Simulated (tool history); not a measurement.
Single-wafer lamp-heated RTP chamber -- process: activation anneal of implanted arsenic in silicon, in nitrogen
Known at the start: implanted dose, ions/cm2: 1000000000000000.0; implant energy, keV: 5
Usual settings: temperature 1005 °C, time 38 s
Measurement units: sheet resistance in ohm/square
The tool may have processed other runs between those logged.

run      day  temperature  time  read-back reference wafer on the same gauge, sheet resistance  sheet resistance
  1    0.000         1026    22                                                         134.59            127.17
  2    3.529         1026    22                                                         134.90            127.89
  3    7.271         1005    55                                                         135.02            118.02
       9.554  -- reflector plate cleaned
  4    9.575         1005    55                                                         135.16            117.95
  5   11.871         1005    55                                                         135.28            119.09
  6   13.700         1005    29                                                         135.41            135.86
      14.704  -- pyrometer window cleaned and pyrometer calibrated
      16.262  -- gauge calibrated
  7   21.567         1005    29                                                         134.37            134.76
  8   25.375         1005    38                                                         134.08            127.52
  9   27.371         1005    38                                                         134.60            127.44
 10   30.471         1005    38                                                         134.39            126.98
      32.992  -- reflector plate cleaned
 11   33.012         1005    49                                                         134.16            120.56
 12   35.879         1005    22                                                         134.13            144.25
 13   38.862         1005    22                                                         134.49            144.20
      39.792  -- pyrometer window cleaned and pyrometer calibrated
 14   41.817         1005    22                                                         134.89            143.55
 15   43.662          985    38                                                         134.77            145.84
 16   45.783          985    38                                                         134.75            147.12
 17   49.079          982    38                                                         134.72            148.39
      52.088  -- reflector plate cleaned
 18   52.529          985    38                                                         135.07            147.17
 19   55.200         1005    38                                                         134.96            128.99
      61.525  -- pyrometer window cleaned and pyrometer calibrated
 20   64.475          988    26                                                         135.26            156.28
 21   68.446         1020    27                                                         135.68            127.03
 22   72.654          995    30                                                         135.56            144.81
 23   75.175         1021    16                                                         135.83            142.02
      76.738  -- reflector plate cleaned
 24   77.029          975    32                                                         136.00            164.19
 25   81.462         1016    58                                                         136.22            112.85
      82.071  -- pyrometer window cleaned and pyrometer calibrated
 26   83.771         1026    22                                                         136.59            128.60
 27   87.796         1031    32                                                         136.65            117.17
      88.421  -- gauge calibrated
 28   90.967         1015    56                                                         133.83            111.28
 29   94.042          983    38                                                         133.60            147.29
 30   96.600         1022    21                                                         133.84            130.88
      98.950  -- reflector plate cleaned
 31  100.512          991    47                                                         133.78            132.58
 32  102.929          989    56                                                         133.53            129.13
     104.500  -- pyrometer window cleaned and pyrometer calibrated
 33  106.779         1029    28                                                         133.78            117.93
 34  109.154         1018    38                                                         134.00            117.35
 35  112.317         1005    48                                                         133.97            120.74

5 options for the next run, each taken on its own from the tool as it stands now. Forecast them:
  A  112.333         1005    46                                                              ?                 ?
  B  112.333          985    44                                                              ?                 ?
  C  112.333         1016    24                                                              ?                 ?
  D  112.333          987    48                                                              ?                 ?
  E  112.333          978    31                                                              ?                 ?

run  read-back reference wafer on the same gauge, sheet resistance  sheet resistance
  A                                                         134.27            121.86
  B                                                         134.27            140.28
  C                                                         134.27            131.28
  D                                                         134.27            135.62
  E                                                         134.27            159.34
With the hidden condition removed and each run's random variation left untouched, the same runs would have given:
run  sheet resistance
  A            121.82
  B            140.24
  C            131.24
  D            135.57
  E            159.30
